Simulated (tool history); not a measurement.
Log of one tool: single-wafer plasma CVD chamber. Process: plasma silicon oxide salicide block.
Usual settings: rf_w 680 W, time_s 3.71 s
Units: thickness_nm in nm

run,hour,rf_w,time_s,"read-back reference wafer on the same gauge, thickness_nm",thickness_nm
1,0.0,680,3.71,33.077,37.809
2,11.8,680,3.71,33.063,37.866
3,21.7,680,3.71,33.094,37.875
4,31.2,680,4.00,33.080,40.959
5,45.5,680,4.00,33.100,40.969
6,53.0,680,3.71,33.126,37.880
7,65.2,680,3.71,33.103,37.722
8,77.9,680,3.71,33.088,38.021
9,89.3,680,3.29,33.100,33.639
10,96.0,680,3.29,33.086,33.533
11,105.4,680,3.29,33.118,33.614
12,153.7,680,3.71,33.101,37.770
13,160.8,680,3.71,33.085,37.752
14,172.7,680,3.71,33.113,37.790
15,192.8,680,3.71,33.130,37.760
16,206.4,680,3.71,33.104,37.761
17,212.8,680,3.71,33.095,37.845
18,225.7,745,3.71,33.095,39.018
19,236.6,680,3.71,33.057,37.794
20,248.3,680,3.71,33.098,37.863
21,255.8,680,3.71,33.094,37.815
22,265.2,680,3.71,33.108,37.742
23,273.5,785,3.50,33.057,37.645
24,288.6,680,4.41,33.090,44.892
25,302.0,555,3.10,33.072,29.206
26,312.4,680,3.71,33.089,37.594
27,329.6,560,3.71,33.093,35.026
28,335.9,680,3.09,33.107,31.351
29,346.4,680,3.29,33.118,33.544
30,361.9,555,3.21,33.112,30.294
31,369.2,735,2.97,33.097,31.020
32,382.9,730,3.02,33.085,31.524
33,397.4,680,3.27,33.076,33.314
34,408.9,740,3.97,33.075,41.525
35,427.5,810,3.71,33.115,41.347
36,432.0,615,3.71,33.143,37.251
37,444.4,720,4.02,33.086,42.784
38,461.9,620,3.71,33.101,37.496
39,478.4,635,4.35,33.089,44.313
40,485.2,635,3.08,33.107,31.490
41,530.3,780,4.19,33.086,45.990
42,538.4,810,2.98,33.077,33.294
43,548.9,805,4.05,33.101,44.973

Taken out of this log: 3 entries between the listed runs. Where each belongs, and how the hidden state differs across it:
Between runs 14 and 15: showerhead replaced (hour 188.1)
  delivered RF power above the setpoint (%): -7.72 -> -7.79
  measured less the result without the state, thickness_nm: -1.159 -> -1.171 nm
Between runs 17 and 18: gauge calibrated (hour 224.0)
  delivered RF power above the setpoint (%): -7.87 -> -7.92
  measured less the result without the state, thickness_nm: -1.185 -> -1.230 nm
Between runs 34 and 35: RF generator calibrated (hour 427.0)
  delivered RF power above the setpoint (%): -8.62 -> -1.1
  measured less the result without the state, thickness_nm: -1.434 -> -0.171 nm
